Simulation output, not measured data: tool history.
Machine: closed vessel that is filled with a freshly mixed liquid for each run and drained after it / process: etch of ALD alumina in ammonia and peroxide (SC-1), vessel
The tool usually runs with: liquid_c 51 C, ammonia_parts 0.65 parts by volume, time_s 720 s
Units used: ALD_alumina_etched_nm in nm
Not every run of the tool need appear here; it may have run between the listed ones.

| run | hour | liquid_c | ammonia_parts | time_s | wafers since the last listed run | hours since the thermometer was replaced | hours since the ammonia flow meter was replaced | hours since the drum of ammonia solution was connected | hours since the gauge calibration | read-back film thickness of the ALD alumina reference wafer, read on the same gauge (nm) | ALD_alumina_etched_nm |
|---|---|---|---|---|---|---|---|---|---|---|---|
| 1 | 0 | 51 | 0.65 | 720 | 0 | 828.3 | 41 | 280.6 | 442 | 150.01 | 26.7 |
| 2 | 39.7 | 53 | 0.65 | 720 | 1877 | 868 | 80.7 | 320.3 | 481.7 | 149.99 | 29.71 |
| 3 | 122.3 | 51 | 0.65 | 720 | 3905 | 950.6 | 163.3 | 402.9 | 564.3 | 150.01 | 26.53 |
| 4 | 225.5 | 51 | 0.65 | 720 | 4879 | 1053.8 | 266.5 | 506.1 | 667.5 | 150.01 | 26.44 |
| 5 | 398.7 | 51 | 0.65 | 720 | 8189 | 1227 | 439.7 | 679.3 | 840.7 | 149.98 | 26.31 |
|  | 438.8 | thermometer replaced |
| 6 | 505.7 | 51 | 0.65 | 720 | 5011 | 66.9 | 546.7 | 786.3 | 947.7 | 150.01 | 26.97 |
| 7 | 548.7 | 46 | 0.65 | 720 | 2033 | 109.9 | 589.7 | 829.3 | 990.7 | 150 | 20.4 |
| 8 | 649.8 | 43 | 0.9 | 1025 | 4780 | 211 | 690.8 | 930.4 | 1091.8 | 150.03 | 25.09 |
|  | 674.2 | new drum of ammonia solution connected |
| 9 | 742.4 | 46.5 | 0.75 | 720 | 4331 | 303.6 | 783.4 | 68.2 | 1184.4 | 150.01 | 21.18 |
|  | 754.4 | gauge calibrated |
| 10 | 831 | 60 | 0.55 | 515 | 4189 | 392.2 | 872 | 156.8 | 76.6 | 150.02 | 30.34 |
|  | 892.8 | ammonia flow meter replaced |
| 11 | 896.4 | 51 | 0.65 | 720 | 3044 | 457.6 | 3.6 | 222.2 | 142 | 150 | 27.06 |
| 12 | 973 | 44 | 0.5 | 320 | 3621 | 534.2 | 80.2 | 298.8 | 218.6 | 149.98 | 7.87 |
| 13 | 1025 | 51 | 0.4 | 720 | 2458 | 586.2 | 132.2 | 350.8 | 270.6 | 150.01 | 25.61 |
| 14 | 1122.3 | 51 | 0.65 | 720 | 4600 | 683.5 | 229.5 | 448.1 | 367.9 | 149.99 | 26.8 |
| 15 | 1227.9 | 42 | 0.5 | 1035 | 4992 | 789.1 | 335.1 | 553.7 | 473.5 | 150.01 | 22.51 |

Forecast each of these 3 alternatives for the next run:
| A | 1228.8 | 43.5 | 0.65 | 720 | 42 | 790 | 336 | 554.6 | 474.4 | ? | ? |
| B | 1228.8 | 48 | 0.35 | 295 | 42 | 790 | 336 | 554.6 | 474.4 | ? | ? |
| C | 1228.8 | 41.5 | 0.4 | 1000 | 42 | 790 | 336 | 554.6 | 474.4 | ? | ? |

| run | read-back film thickness of the ALD alumina reference wafer, read on the same gauge (nm) | ALD_alumina_etched_nm |
|---|---|---|
| A | 150.04 | 17.51 |
| B | 150.04 | 8.73 |
| C | 150.04 | 20.67 |
What these runs would have given with no unlogged condition in the tool:
| run | ALD_alumina_etched_nm |
|---|---|
| A | 17.87 |
| B | 8.91 |
| C | 21.1 |

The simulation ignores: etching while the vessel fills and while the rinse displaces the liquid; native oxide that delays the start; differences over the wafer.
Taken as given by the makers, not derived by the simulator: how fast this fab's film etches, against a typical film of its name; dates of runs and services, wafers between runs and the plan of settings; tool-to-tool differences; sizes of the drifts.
